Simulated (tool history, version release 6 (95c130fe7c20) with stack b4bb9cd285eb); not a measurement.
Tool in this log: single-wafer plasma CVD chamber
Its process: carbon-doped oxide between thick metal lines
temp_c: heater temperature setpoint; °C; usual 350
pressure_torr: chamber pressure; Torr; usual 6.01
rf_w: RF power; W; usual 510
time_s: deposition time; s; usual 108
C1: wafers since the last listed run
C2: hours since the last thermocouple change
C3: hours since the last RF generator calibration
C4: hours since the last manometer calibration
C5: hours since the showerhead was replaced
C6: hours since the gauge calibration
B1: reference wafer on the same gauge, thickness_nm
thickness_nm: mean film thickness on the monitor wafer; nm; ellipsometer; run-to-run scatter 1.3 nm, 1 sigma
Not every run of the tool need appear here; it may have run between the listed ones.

run 1 hour=0.0 | temp_c=350 pressure_torr=6.01 rf_w=510 time_s=108 | C1=0 C2=916.5 C3=687.3 C4=1721.7 C5=2187.3 C6=1132.5 | B1=529.019 | thickness_nm=526.993
run 2 hour=51.4 | temp_c=350 pressure_torr=6.01 rf_w=510 time_s=108 | C1=513 C2=967.9 C3=738.7 C4=1773.1 C5=2238.7 C6=1183.9 | B1=528.612 | thickness_nm=527.382
run 3 hour=85.1 | temp_c=358 pressure_torr=6.01 rf_w=510 time_s=108 | C1=336 C2=1001.6 C3=772.4 C4=1806.8 C5=2272.4 C6=1217.6 | B1=528.976 | thickness_nm=518.190
-- hour=117.7 capacitance manometer re-zeroed and calibrated
run 4 hour=121.8 | temp_c=358 pressure_torr=6.01 rf_w=510 time_s=108 | C1=286 C2=1038.3 C3=809.1 C4=4.1 C5=2309.1 C6=1254.3 | B1=529.249 | thickness_nm=519.090
run 5 hour=187.2 | temp_c=350 pressure_torr=6.01 rf_w=510 time_s=108 | C1=653 C2=1103.7 C3=874.5 C4=69.5 C5=2374.5 C6=1319.7 | B1=528.859 | thickness_nm=527.318
-- hour=223.5 RF generator calibrated
run 6 hour=224.0 | temp_c=363 pressure_torr=5.63 rf_w=450 time_s=118 | C1=287 C2=1140.5 C3=0.5 C4=106.3 C5=2411.3 C6=1356.5 | B1=529.033 | thickness_nm=538.576
run 7 hour=280.4 | temp_c=341 pressure_torr=6.01 rf_w=450 time_s=108 | C1=563 C2=1196.9 C3=56.9 C4=162.7 C5=2467.7 C6=1412.9 | B1=528.883 | thickness_nm=521.384
run 8 hour=343.4 | temp_c=354 pressure_torr=5.05 rf_w=455 time_s=94 | C1=629 C2=1259.9 C3=119.9 C4=225.7 C5=2530.7 C6=1475.9 | B1=528.952 | thickness_nm=436.824
-- hour=367.4 showerhead replaced
run 9 hour=400.7 | temp_c=350 pressure_torr=6.01 rf_w=510 time_s=108 | C1=492 C2=1317.2 C3=177.2 C4=283.0 C5=33.3 C6=1533.2 | B1=529.173 | thickness_nm=533.777
run 10 hour=433.0 | temp_c=350 pressure_torr=6.78 rf_w=545 time_s=95 | C1=322 C2=1349.5 C3=209.5 C4=315.3 C5=65.6 C6=1565.5 | B1=529.104 | thickness_nm=483.921
run 11 hour=500.0 | temp_c=336 pressure_torr=6.85 rf_w=445 time_s=102 | C1=669 C2=1416.5 C3=276.5 C4=382.3 C5=132.6 C6=1632.5 | B1=528.854 | thickness_nm=501.857
run 12 hour=538.2 | temp_c=346 pressure_torr=7.33 rf_w=510 time_s=93 | C1=381 C2=1454.7 C3=314.7 C4=420.5 C5=170.8 C6=1670.7 | B1=528.832 | thickness_nm=470.593
-- hour=547.3 gauge calibrated
run 13 hour=594.0 | temp_c=350 pressure_torr=6.01 rf_w=590 time_s=91 | C1=557 C2=1510.5 C3=370.5 C4=476.3 C5=226.6 C6=46.7 | B1=528.916 | thickness_nm=472.188
run 14 hour=651.6 | temp_c=340 pressure_torr=6.01 rf_w=510 time_s=121 | C1=575 C2=1568.1 C3=428.1 C4=533.9 C5=284.2 C6=104.3 | B1=528.926 | thickness_nm=613.373
-- hour=695.7 thermocouple changed; heater temperature recalibrated
run 15 hour=709.0 | temp_c=359 pressure_torr=6.01 rf_w=510 time_s=108 | C1=493 C2=13.3 C3=485.5 C4=591.3 C5=341.6 C6=161.7 | B1=528.861 | thickness_nm=514.823
run 16 hour=778.6 | temp_c=350 pressure_torr=6.48 rf_w=440 time_s=92 | C1=695 C2=82.9 C3=555.1 C4=660.9 C5=411.2 C6=231.3 | B1=528.909 | thickness_nm=428.512
run 17 hour=810.7 | temp_c=350 pressure_torr=6.01 rf_w=510 time_s=108 | C1=320 C2=115.0 C3=587.2 C4=693.0 C5=443.3 C6=263.4 | B1=529.064 | thickness_nm=526.455
run 18 hour=838.9 | temp_c=339 pressure_torr=6.01 rf_w=510 time_s=122 | C1=281 C2=143.2 C3=615.4 C4=721.2 C5=471.5 C6=291.6 | B1=528.765 | thickness_nm=608.146
run 19 hour=906.6 | temp_c=355 pressure_torr=6.01 rf_w=510 time_s=108 | C1=676 C2=210.9 C3=683.1 C4=788.9 C5=539.2 C6=359.3 | B1=528.954 | thickness_nm=519.832
run 20 hour=963.6 | temp_c=361 pressure_torr=6.01 rf_w=510 time_s=126 | C1=569 C2=267.9 C3=740.1 C4=845.9 C5=596.2 C6=416.3 | B1=528.870 | thickness_nm=600.974
run 21 hour=1030.9 | temp_c=350 pressure_torr=6.01 rf_w=510 time_s=108 | C1=672 C2=335.2 C3=807.4 C4=913.2 C5=663.5 C6=483.6 | B1=529.219 | thickness_nm=524.294
run 22 hour=1084.1 | temp_c=350 pressure_torr=6.01 rf_w=510 time_s=108 | C1=531 C2=388.4 C3=860.6 C4=966.4 C5=716.7 C6=536.8 | B1=528.861 | thickness_nm=526.001
-- hour=1114.4 RF generator calibrated
run 23 hour=1128.0 | temp_c=338 pressure_torr=6.01 rf_w=425 time_s=108 | C1=358 C2=432.3 C3=13.6 C4=1010.3 C5=760.6 C6=580.7 | B1=528.970 | thickness_nm=514.517
run 24 hour=1159.9 | temp_c=350 pressure_torr=7.01 rf_w=510 time_s=90 | C1=318 C2=464.2 C3=45.5 C4=1042.2 C5=792.5 C6=612.6 | B1=528.929 | thickness_nm=447.165
run 25 hour=1217.7 | temp_c=350 pressure_torr=4.72 rf_w=475 time_s=127 | C1=577 C2=522.0 C3=103.3 C4=1100.0 C5=850.3 C6=670.4 | B1=529.153 | thickness_nm=599.622
run 26 hour=1277.3 | temp_c=350 pressure_torr=6.01 rf_w=510 time_s=108 | C1=595 C2=581.6 C3=162.9 C4=1159.6 C5=909.9 C6=730.0 | B1=529.363 | thickness_nm=531.051
run 27 hour=1336.1 | temp_c=350 pressure_torr=7.01 rf_w=510 time_s=90 | C1=587 C2=640.4 C3=221.7 C4=1218.4 C5=968.7 C6=788.8 | B1=528.736 | thickness_nm=450.782
run 28 hour=1385.4 | temp_c=355 pressure_torr=6.46 rf_w=510 time_s=108 | C1=492 C2=689.7 C3=271.0 C4=1267.7 C5=1018.0 C6=838.1 | B1=528.839 | thickness_nm=529.070

Run by run, hidden condition taken away, random variation retained:
The tool's hidden condition here consists of: wafer temperature above the value expected at the setpoint (K); delivered RF power above the setpoint (%); true pressure above the setpoint (%); gauge reads high (%).
run=1 thickness_nm=529.655
run=2 thickness_nm=530.243
run=3 thickness_nm=521.442
run=4 thickness_nm=522.505
run=5 thickness_nm=530.721
run=6 thickness_nm=536.020
run=7 thickness_nm=518.374
run=8 thickness_nm=434.981
run=9 thickness_nm=531.332
run=10 thickness_nm=481.814
run=11 thickness_nm=499.391
run=12 thickness_nm=468.837
run=13 thickness_nm=470.562
run=14 thickness_nm=611.085
run=15 thickness_nm=519.323
run=16 thickness_nm=432.555
run=17 thickness_nm=531.427
run=18 thickness_nm=613.963
run=19 thickness_nm=525.187
run=20 thickness_nm=607.468
run=21 thickness_nm=530.112
run=22 thickness_nm=532.054
run=23 thickness_nm=512.835
run=24 thickness_nm=445.973
run=25 thickness_nm=598.291
run=26 thickness_nm=530.070
run=27 thickness_nm=450.136
run=28 thickness_nm=528.730
